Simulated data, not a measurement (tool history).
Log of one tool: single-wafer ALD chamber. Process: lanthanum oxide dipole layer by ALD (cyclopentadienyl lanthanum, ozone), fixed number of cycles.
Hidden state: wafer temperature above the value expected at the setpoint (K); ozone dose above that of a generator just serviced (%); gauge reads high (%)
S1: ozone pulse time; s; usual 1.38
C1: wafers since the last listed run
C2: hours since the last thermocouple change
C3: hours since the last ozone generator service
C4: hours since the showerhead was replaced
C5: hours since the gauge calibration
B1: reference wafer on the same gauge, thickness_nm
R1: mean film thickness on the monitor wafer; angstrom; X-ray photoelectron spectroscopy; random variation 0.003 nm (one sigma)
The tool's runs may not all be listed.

run     day    S1   C1      C2      C3      C4     C5     B1    R1
  1   0.000  1.38    0  2636.4  1153.4  2545.3  292.9  0.579  5.08
  2   0.708  1.38  232  2653.4  1170.4  2562.3  309.9  0.580  5.07
  3   1.500  1.73  259  2672.4  1189.4  2581.3  328.9  0.579  5.18
  4   2.908  1.73  461  2706.2  1223.2  2615.1  362.7  0.580  5.19
  5   4.025  1.73  366  2733.0  1250.0  2641.9  389.5  0.581  5.24
  6   4.829  1.63  263  2752.3  1269.3  2661.2  408.8  0.579  5.15
  7   6.092  1.63  413  2782.6  1299.6  2691.5  439.1  0.579  5.14
  8   7.125  1.63  338  2807.4  1324.4  2716.3  463.9  0.580  5.09
      7.733  -- thermocouple changed; heater temperature recalibrated
  9   7.754  1.72   96     0.5  1339.5  2731.4  479.0  0.581  5.10
 10   8.425  1.50  219    16.6  1355.6  2747.5  495.1  0.580  5.02
 11   9.850  1.50  467    50.8  1389.8  2781.7  529.3  0.580  5.05
     10.379  -- gauge calibrated
 12  10.400  1.23  180    64.0  1403.0  2794.9    0.5  0.580  4.78
 13  11.092  1.91  226    80.6  1419.6  2811.5   17.1  0.580  5.18
 14  12.412  1.16  433   112.3  1451.3  2843.2   48.8  0.580  4.68
 15  13.512  1.38  360   138.7  1477.7  2869.6   75.2  0.580  4.86
 16  14.146  1.38  207   153.9  1492.9  2884.8   90.4  0.580  4.87
     14.625  -- showerhead replaced
 17  15.367  0.88  290   183.2  1522.2    17.8  119.7  0.580  4.25
 18  16.467  1.67  360   209.6  1548.6    44.2  146.1  0.580  5.04
 19  17.525  1.64  347   235.0  1574.0    69.6  171.5  0.580  4.98
 20  18.258  1.86  240   252.6  1591.6    87.2  189.1  0.580  5.11
     18.629  -- ozone generator serviced
 21  18.921  1.20  107   268.5     7.0   103.1  205.0  0.580  5.11
 22  20.196  1.14  418   299.1    37.6   133.7  235.6  0.579  5.07
 23  21.438  1.38  407   328.9    67.4   163.5  265.4  0.579  5.20
 24  22.558  1.24  367   355.8    94.3   190.4  292.3  0.580  5.13
 25  23.929  1.18  449   388.7   127.2   223.3  325.2  0.579  5.02

Some steps in R1 between neighbouring runs. How much of each would the tool show without its hidden state too (settings, what came in, random variation), and how much is left for the hidden state, with any gauge scatter that isn't in both results?
Run 16 -> 17: S1 1.38 -> 0.88, showerhead replaced. R1 -0.62 angstrom: hidden state -0.18, all else -0.44.
Run 17 -> 18: S1 0.88 -> 1.67. R1 +0.79 angstrom: hidden state +0.23, all else +0.56.
Run 20 -> 21: S1 1.86 -> 1.20, ozone generator serviced. R1 +0.00 angstrom: hidden state +0.28, all else -0.28.
